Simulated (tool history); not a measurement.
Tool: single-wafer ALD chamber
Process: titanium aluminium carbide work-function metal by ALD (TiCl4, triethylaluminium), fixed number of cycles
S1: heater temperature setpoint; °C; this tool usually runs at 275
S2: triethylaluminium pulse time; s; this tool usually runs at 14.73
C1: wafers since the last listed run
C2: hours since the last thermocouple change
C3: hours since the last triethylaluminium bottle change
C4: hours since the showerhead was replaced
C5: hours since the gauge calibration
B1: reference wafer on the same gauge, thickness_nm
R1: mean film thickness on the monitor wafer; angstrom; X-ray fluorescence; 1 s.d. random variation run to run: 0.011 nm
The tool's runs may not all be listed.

{"run": 1, "hour": 0.0, "S1": 275, "S2": 14.73, "C1": 0, "C2": 765.2, "C3": 742.2, "C4": 5243.2, "C5": 622.7, "B1": 1.97, "R1": 18.32}
{"run": 2, "hour": 21.6, "S1": 275, "S2": 14.73, "C1": 231, "C2": 786.8, "C3": 763.8, "C4": 5264.8, "C5": 644.3, "B1": 1.969, "R1": 18.43}
{"run": 3, "hour": 51.7, "S1": 275, "S2": 14.73, "C1": 322, "C2": 816.9, "C3": 793.9, "C4": 5294.9, "C5": 674.4, "B1": 1.969, "R1": 18.15}
{"run": 4, "hour": 69.7, "S1": 275, "S2": 14.73, "C1": 192, "C2": 834.9, "C3": 811.9, "C4": 5312.9, "C5": 692.4, "B1": 1.968, "R1": 18.33}
{"run": 5, "hour": 86.3, "S1": 275, "S2": 11.46, "C1": 177, "C2": 851.5, "C3": 828.5, "C4": 5329.5, "C5": 709.0, "B1": 1.97, "R1": 17.67}
{"run": 6, "hour": 99.4, "S1": 275, "S2": 11.46, "C1": 140, "C2": 864.6, "C3": 841.6, "C4": 5342.6, "C5": 722.1, "B1": 1.969, "R1": 17.52}
{"run": 7, "hour": 124.1, "S1": 275, "S2": 11.46, "C1": 264, "C2": 889.3, "C3": 866.3, "C4": 5367.3, "C5": 746.8, "B1": 1.974, "R1": 17.52}
{"run": 8, "hour": 140.4, "S1": 275, "S2": 14.73, "C1": 174, "C2": 905.6, "C3": 882.6, "C4": 5383.6, "C5": 763.1, "B1": 1.97, "R1": 18.27}
{"run": 9, "hour": 161.8, "S1": 275, "S2": 14.73, "C1": 229, "C2": 927.0, "C3": 904.0, "C4": 5405.0, "C5": 784.5, "B1": 1.973, "R1": 18.47}
{"run": 10, "hour": 186.8, "S1": 275, "S2": 14.73, "C1": 267, "C2": 952.0, "C3": 929.0, "C4": 5430.0, "C5": 809.5, "B1": 1.968, "R1": 18.15}
{"run": 11, "hour": 213.3, "S1": 281, "S2": 11.78, "C1": 283, "C2": 978.5, "C3": 955.5, "C4": 5456.5, "C5": 836.0, "B1": 1.968, "R1": 18.1}
{"run": 12, "hour": 234.0, "S1": 283, "S2": 9.25, "C1": 221, "C2": 999.2, "C3": 976.2, "C4": 5477.2, "C5": 856.7, "B1": 1.972, "R1": 16.96}
{"run": 13, "hour": 256.9, "S1": 275, "S2": 13.0, "C1": 245, "C2": 1022.1, "C3": 999.1, "C4": 5500.1, "C5": 879.6, "B1": 1.968, "R1": 17.76}
{"run": 14, "hour": 292.1, "S1": 275, "S2": 14.73, "C1": 376, "C2": 1057.3, "C3": 1034.3, "C4": 5535.3, "C5": 914.8, "B1": 1.967, "R1": 18.27}
{"run": 15, "hour": 309.9, "S1": 275, "S2": 14.73, "C1": 190, "C2": 1075.1, "C3": 1052.1, "C4": 5553.1, "C5": 932.6, "B1": 1.971, "R1": 18.05}
{"run": 16, "hour": 339.1, "S1": 269, "S2": 14.73, "C1": 312, "C2": 1104.3, "C3": 1081.3, "C4": 5582.3, "C5": 961.8, "B1": 1.969, "R1": 17.58}
{"run": 17, "hour": 363.9, "S1": 284, "S2": 14.73, "C1": 265, "C2": 1129.1, "C3": 1106.1, "C4": 5607.1, "C5": 986.6, "B1": 1.971, "R1": 18.66}
{"run": 18, "hour": 382.5, "S1": 275, "S2": 19.46, "C1": 199, "C2": 1147.7, "C3": 1124.7, "C4": 5625.7, "C5": 1005.2, "B1": 1.968, "R1": 18.51}
{"run": 19, "hour": 417.6, "S1": 275, "S2": 14.73, "C1": 375, "C2": 1182.8, "C3": 1159.8, "C4": 5660.8, "C5": 1040.3, "B1": 1.968, "R1": 17.99}
{"hour": 442.2, "done": "thermocouple changed; heater temperature recalibrated"}
{"hour": 452.6, "done": "gauge calibrated"}
{"hour": 471.6, "done": "showerhead replaced"}
{"run": 20, "hour": 494.0, "S1": 271, "S2": 10.06, "C1": 646, "C2": 51.8, "C3": 1236.2, "C4": 22.4, "C5": 41.4, "B1": 1.973, "R1": 16.07}
{"run": 21, "hour": 516.9, "S1": 275, "S2": 14.73, "C1": 245, "C2": 74.7, "C3": 1259.1, "C4": 45.3, "C5": 64.3, "B1": 1.974, "R1": 17.8}
{"run": 22, "hour": 535.6, "S1": 275, "S2": 14.73, "C1": 200, "C2": 93.4, "C3": 1277.8, "C4": 64.0, "C5": 83.0, "B1": 1.97, "R1": 17.74}
{"run": 23, "hour": 554.6, "S1": 275, "S2": 14.73, "C1": 203, "C2": 112.4, "C3": 1296.8, "C4": 83.0, "C5": 102.0, "B1": 1.966, "R1": 17.94}
{"run": 24, "hour": 585.1, "S1": 267, "S2": 9.36, "C1": 326, "C2": 142.9, "C3": 1327.3, "C4": 113.5, "C5": 132.5, "B1": 1.973, "R1": 15.05}
{"hour": 655.3, "done": "triethylaluminium bottle replaced"}
{"run": 25, "hour": 691.2, "S1": 275, "S2": 20.38, "C1": 1050, "C2": 249.0, "C3": 35.9, "C4": 219.6, "C5": 238.6, "B1": 1.967, "R1": 18.78}

Run 26 comes next. What will it give?
{"run": 26, "hour": 794.2, "S1": 275, "S2": 14.73, "C1": 1102, "C2": 352.0, "C3": 138.9, "C4": 322.6, "C5": 341.6, "B1": "?", "R1": "?"}

{"run 26": {"B1": 1.97, "R1": 18.4}}
The same run, on a tool lacking any hidden state, would have yielded R1 18.43 angstrom.
